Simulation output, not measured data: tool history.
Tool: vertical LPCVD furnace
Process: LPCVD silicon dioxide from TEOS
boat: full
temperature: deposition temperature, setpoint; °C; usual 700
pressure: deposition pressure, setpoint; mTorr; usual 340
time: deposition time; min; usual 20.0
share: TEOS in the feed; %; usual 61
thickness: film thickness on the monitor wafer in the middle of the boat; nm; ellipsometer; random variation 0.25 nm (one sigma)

run   hour  temperature  pressure  time  share  read-back reference wafer on the same gauge, thickness  thickness
  1    0.0          700       340  20.0     61                                                  167.97     169.17
  2   19.2          700       340  20.0     61                                                  168.05     168.72
  3   44.9          700       340  20.0     61                                                  168.12     168.70
  4   68.3          703       340  16.0     61                                                  167.99     144.31
  5  103.8          703       340  16.0     61                                                  168.02     144.12
  6  123.0          703       340  16.0     61                                                  168.01     144.33
  7  157.6          693       340  20.0     61                                                  168.10     143.18
  8  179.3          693       340  20.0     61                                                  167.87     142.70
     218.1  -- pressure gauge zeroed
     228.5  -- thermocouples replaced and temperature profile calibrated
     243.6  -- gauge calibrated
     245.1  -- TEOS flow controller replaced
  9  245.6          700       320  20.0     61                                                  168.03     161.21
 10  250.6          700       340  20.0     61                                                  168.00     165.99
 11  265.5          700       340  20.0     61                                                  167.97     166.73
 12  287.2          700       340  20.0     61                                                  168.00     165.95
 13  314.9          694       340  20.0     61                                                  167.93     144.71
 14  347.5          700       340  20.0     61                                                  167.95     167.30
 15  382.5          700       320  20.0     61                                                  168.08     161.78
 16  417.8          700       340  20.0     61                                                  168.06     167.14
 17  443.0          700       340  20.0     61                                                  167.93     167.34
 18  466.2          694       340  24.5     61                                                  168.01     177.90
 19  486.9          693       340  20.0     61                                                  168.03     141.40
 20  509.2          705       340  20.0     52                                                  167.99     173.31
 21  532.0          700       420  20.0     61                                                  168.02     186.21
 22  619.3          700       280  12.0     61                                                  167.98      91.26
 23  643.1          700       340  20.0     61                                                  168.08     168.25
 24  664.2          700       340  20.0     61                                                  167.99     167.95
 25  696.9          692       340  20.0     61                                                  167.91     139.17
 26  718.3          690       375  12.5     51                                                  167.97      79.64
 27  740.7          700       340  27.0     61                                                  167.97     226.02
 28  768.1          700       340  22.0     61                                                  167.97     184.83
 29  792.1          700       340  20.0     61                                                  168.05     168.29
 30  819.3          691       390  20.0     51                                                  168.05     133.20
 31  854.0          705       385  15.5     66                                                  167.98     162.60
 32  917.1          712       295  20.0     61                                                  168.14     207.38

3 ways to go on from here, each from the tool as it stands after run 32. What would each give?
  A  922.2          700       375  20.0     61                                                       ?          ?
  B  922.2          692       340  15.0     67                                                       ?          ?
  C  922.2          707       340  24.0     72                                                       ?          ?

run  read-back reference wafer on the same gauge, thickness  thickness
  A                                                  167.97     177.32
  B                                                  167.97     110.00
  C                                                  167.97     258.59
Without the tool's hidden state the same runs would have given:
run  thickness
  A     175.17
  B     108.68
  C     255.60
